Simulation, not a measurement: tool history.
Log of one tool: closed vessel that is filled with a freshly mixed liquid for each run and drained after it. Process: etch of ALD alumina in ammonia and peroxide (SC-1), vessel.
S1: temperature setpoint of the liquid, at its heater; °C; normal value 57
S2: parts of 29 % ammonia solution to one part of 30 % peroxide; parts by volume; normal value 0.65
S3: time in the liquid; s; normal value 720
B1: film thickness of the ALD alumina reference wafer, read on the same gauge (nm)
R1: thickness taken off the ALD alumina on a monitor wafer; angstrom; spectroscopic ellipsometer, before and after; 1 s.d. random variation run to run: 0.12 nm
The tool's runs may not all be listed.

| run | hour | S1 | S2 | S3 | B1 | R1 |
|---|---|---|---|---|---|---|
| 1 | 0 | 57 | 0.65 | 720 | 60.04 | 512.3 |
| 2 | 35 | 57 | 0.65 | 720 | 60.04 | 512.2 |
| 3 | 100.9 | 57 | 0.65 | 935 | 60.02 | 665.7 |
| 4 | 125.1 | 57 | 0.65 | 720 | 59.98 | 511.6 |
| 5 | 183.3 | 57 | 0.65 | 720 | 60.02 | 509.1 |
|  | 219.6 | gauge calibrated |
| 6 | 243.7 | 57 | 0.65 | 720 | 60.03 | 511.5 |
|  | 293.5 | new drum of ammonia solution connected |
| 7 | 297.4 | 57 | 0.65 | 720 | 60.01 | 516.3 |
| 8 | 363.3 | 57 | 0.65 | 720 | 59.99 | 515.9 |
| 9 | 393.8 | 57 | 0.65 | 720 | 59.97 | 519.1 |
| 10 | 462.9 | 64.5 | 0.8 | 720 | 59.96 | 772.4 |
|  | 499.6 | thermometer replaced |
| 11 | 507.1 | 57 | 0.85 | 1105 | 60 | 801 |
| 12 | 575 | 57 | 0.65 | 720 | 60.01 | 506 |
|  | 608.2 | ammonia flow meter replaced |
| 13 | 628.8 | 57 | 0.65 | 720 | 59.99 | 507.7 |
| 14 | 697 | 50 | 0.65 | 605 | 60 | 293.2 |
| 15 | 746.8 | 57 | 0.65 | 720 | 59.99 | 506.3 |
| 16 | 800.1 | 60 | 0.9 | 720 | 60.02 | 610.4 |
| 17 | 848.6 | 53 | 0.65 | 720 | 60.01 | 407.2 |
| 18 | 903.2 | 57 | 0.65 | 445 | 59.99 | 313.4 |
| 19 | 956.9 | 50 | 0.65 | 720 | 59.99 | 347.2 |
|  | 964.3 | new drum of ammonia solution connected |
| 20 | 1002.7 | 57 | 0.65 | 720 | 59.96 | 513.2 |
| 21 | 1036.4 | 57 | 0.65 | 290 | 60.03 | 206.5 |
| 22 | 1093.1 | 62.5 | 0.65 | 995 | 60.01 | 943 |
| 23 | 1148.4 | 57 | 0.65 | 720 | 60.03 | 512.4 |
| 24 | 1315.3 | 50 | 0.5 | 1010 | 59.98 | 480.7 |
| 25 | 1383.6 | 62.5 | 0.65 | 720 | 60.02 | 676.6 |
| 26 | 1415.3 | 57 | 0.45 | 510 | 59.99 | 349.8 |
| 27 | 1441.6 | 57 | 0.55 | 720 | 60.06 | 500.6 |
| 28 | 1506.2 | 57 | 0.85 | 720 | 60.02 | 523.8 |
| 29 | 1553.7 | 57 | 0.65 | 720 | 60.03 | 510.5 |
|  | 1587.8 | new drum of ammonia solution connected |
| 30 | 1622.8 | 57 | 0.65 | 720 | 60 | 517.1 |

Each run again, without the hidden state but with its own random variation kept:
Hidden state present: liquid hotter than its thermometer reads (K); ammonia flow below the setpoint (%); ammonia solution weaker than its label (%); gauge reads high (%).
| run | R1 |
|---|---|
| 1 | 509.5 |
| 2 | 509.5 |
| 3 | 662.3 |
| 4 | 509.2 |
| 5 | 506.8 |
| 6 | 509.5 |
| 7 | 508.1 |
| 8 | 508 |
| 9 | 511.2 |
| 10 | 761.5 |
| 11 | 803.8 |
| 12 | 507.9 |
| 13 | 509.8 |
| 14 | 294.5 |
| 15 | 508.9 |
| 16 | 613.6 |
| 17 | 409.4 |
| 18 | 315.2 |
| 19 | 349.3 |
| 20 | 510.2 |
| 21 | 205.4 |
| 22 | 938.4 |
| 23 | 509.8 |
| 24 | 478.5 |
| 25 | 674.3 |
| 26 | 348.6 |
| 27 | 498.8 |
| 28 | 522.4 |
| 29 | 509 |
| 30 | 509.8 |

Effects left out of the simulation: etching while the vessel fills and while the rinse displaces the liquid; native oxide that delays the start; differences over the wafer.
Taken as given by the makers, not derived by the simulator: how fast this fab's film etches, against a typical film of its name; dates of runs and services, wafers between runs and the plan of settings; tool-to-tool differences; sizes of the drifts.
